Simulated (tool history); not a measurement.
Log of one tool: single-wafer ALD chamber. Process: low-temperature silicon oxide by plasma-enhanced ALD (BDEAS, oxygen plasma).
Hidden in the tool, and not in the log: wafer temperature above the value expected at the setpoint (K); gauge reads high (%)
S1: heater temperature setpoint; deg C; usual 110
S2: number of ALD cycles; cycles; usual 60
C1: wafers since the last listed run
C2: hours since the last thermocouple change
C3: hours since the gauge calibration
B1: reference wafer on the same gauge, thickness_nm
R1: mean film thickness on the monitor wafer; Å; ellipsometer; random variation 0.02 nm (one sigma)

| run | hour | S1 | S2 | C1 | C2 | C3 | B1 | R1 |
|---|---|---|---|---|---|---|---|---|
| 1 | 0 | 120 | 60 | 0 | 1386 | 393 | 9.451 | 78.81 |
| 2 | 49.1 | 120 | 60 | 261 | 1435.1 | 442.1 | 9.449 | 78.42 |
| 3 | 122.7 | 120 | 60 | 392 | 1508.7 | 515.7 | 9.453 | 78.8 |
| 4 | 211.2 | 99 | 64 | 471 | 1597.2 | 604.2 | 9.458 | 86.75 |
| 5 | 397.9 | 110 | 55 | 995 | 1783.9 | 790.9 | 9.439 | 73.19 |
| 6 | 494.5 | 110 | 60 | 514 | 1880.5 | 887.5 | 9.453 | 79.77 |
| 7 | 744.7 | 110 | 60 | 1333 | 2130.7 | 1137.7 | 9.447 | 79.73 |
| 8 | 782.3 | 110 | 60 | 200 | 2168.3 | 1175.3 | 9.447 | 79.44 |
| 9 | 824.4 | 110 | 60 | 224 | 2210.4 | 1217.4 | 9.447 | 79.14 |
| 10 | 867.6 | 110 | 60 | 230 | 2253.6 | 1260.6 | 9.446 | 79.73 |
| 11 | 918.8 | 110 | 60 | 272 | 2304.8 | 1311.8 | 9.453 | 79.37 |
| 12 | 959 | 110 | 60 | 214 | 2345 | 1352 | 9.454 | 79.87 |
| 13 | 1025.6 | 110 | 60 | 354 | 2411.6 | 1418.6 | 9.451 | 79.13 |
| 14 | 1116.8 | 110 | 60 | 486 | 2502.8 | 1509.8 | 9.445 | 79.03 |
| 15 | 1178.1 | 110 | 60 | 326 | 2564.1 | 1571.1 | 9.458 | 79.56 |
| 16 | 1260.3 | 110 | 60 | 438 | 2646.3 | 1653.3 | 9.449 | 79.24 |
| 17 | 1362 | 110 | 54 | 542 | 2748 | 1755 | 9.437 | 71.4 |
| 18 | 1434.7 | 110 | 54 | 387 | 2820.7 | 1827.7 | 9.452 | 71.79 |
| 19 | 1497.9 | 120 | 56 | 336 | 2883.9 | 1890.9 | 9.45 | 72.75 |
| 20 | 1604.5 | 120 | 56 | 568 | 2990.5 | 1997.5 | 9.445 | 72.35 |
|  | 1624.4 | thermocouple changed; heater temperature recalibrated |
| 21 | 1642.9 | 116 | 66 | 162 | 18.5 | 2035.9 | 9.432 | 86.92 |
| 22 | 1722.7 | 110 | 70 | 425 | 98.3 | 2115.7 | 9.454 | 93.19 |
| 23 | 1766.1 | 104 | 66 | 231 | 141.7 | 2159.1 | 9.45 | 89.34 |
| 24 | 1852.3 | 100 | 68 | 459 | 227.9 | 2245.3 | 9.442 | 92.22 |
| 25 | 1893.6 | 105 | 51 | 220 | 269.2 | 2286.6 | 9.448 | 68.85 |
| 26 | 1943.8 | 119 | 65 | 267 | 319.4 | 2336.8 | 9.46 | 85.42 |
| 27 | 2136.3 | 110 | 69 | 1025 | 511.9 | 2529.3 | 9.458 | 92.29 |
| 28 | 2239.6 | 110 | 60 | 550 | 615.2 | 2632.6 | 9.441 | 79.92 |
| 29 | 2284.3 | 123 | 60 | 238 | 659.9 | 2677.3 | 9.443 | 78.54 |
| 30 | 2336.3 | 110 | 60 | 277 | 711.9 | 2729.3 | 9.454 | 80.09 |
| 31 | 2378.4 | 122 | 68 | 224 | 754 | 2771.4 | 9.442 | 89.23 |
| 32 | 2430.1 | 110 | 60 | 275 | 805.7 | 2823.1 | 9.444 | 80 |
|  | 2557.3 | gauge calibrated |
| 33 | 2727.6 | 100 | 66 | 1585 | 1103.2 | 170.3 | 9.446 | 89.45 |
| 34 | 2817.5 | 110 | 49 | 479 | 1193.1 | 260.2 | 9.462 | 65.49 |
| 35 | 3064 | 119 | 70 | 1313 | 1439.6 | 506.7 | 9.447 | 92.19 |
| 36 | 3143.8 | 110 | 60 | 425 | 1519.4 | 586.5 | 9.454 | 79.55 |
| 37 | 3203.2 | 120 | 65 | 316 | 1578.8 | 645.9 | 9.442 | 85.02 |
| 38 | 3284.8 | 122 | 66 | 434 | 1660.4 | 727.5 | 9.444 | 85.81 |
| 39 | 3350 | 110 | 71 | 347 | 1725.6 | 792.7 | 9.45 | 94.15 |
| 40 | 3455.8 | 110 | 60 | 563 | 1831.4 | 898.5 | 9.444 | 79.81 |
| 41 | 3550.2 | 97 | 50 | 503 | 1925.8 | 992.9 | 9.448 | 67.84 |

3 ways to go on from here, each from the tool as it stands after run 41. What would each give?
| A | 3550.7 | 110 | 60 | 2 | 1926.3 | 993.4 | ? | ? |
| B | 3550.7 | 95 | 53 | 2 | 1926.3 | 993.4 | ? | ? |
| C | 3550.7 | 96 | 56 | 2 | 1926.3 | 993.4 | ? | ? |

| run | B1 | R1 |
|---|---|---|
| A | 9.451 | 79.75 |
| B | 9.451 | 72.17 |
| C | 9.451 | 76.13 |
Without the tool's hidden state the same runs would have given:
| run | R1 |
|---|---|
| A | 80.31 |
| B | 73.08 |
| C | 76.97 |
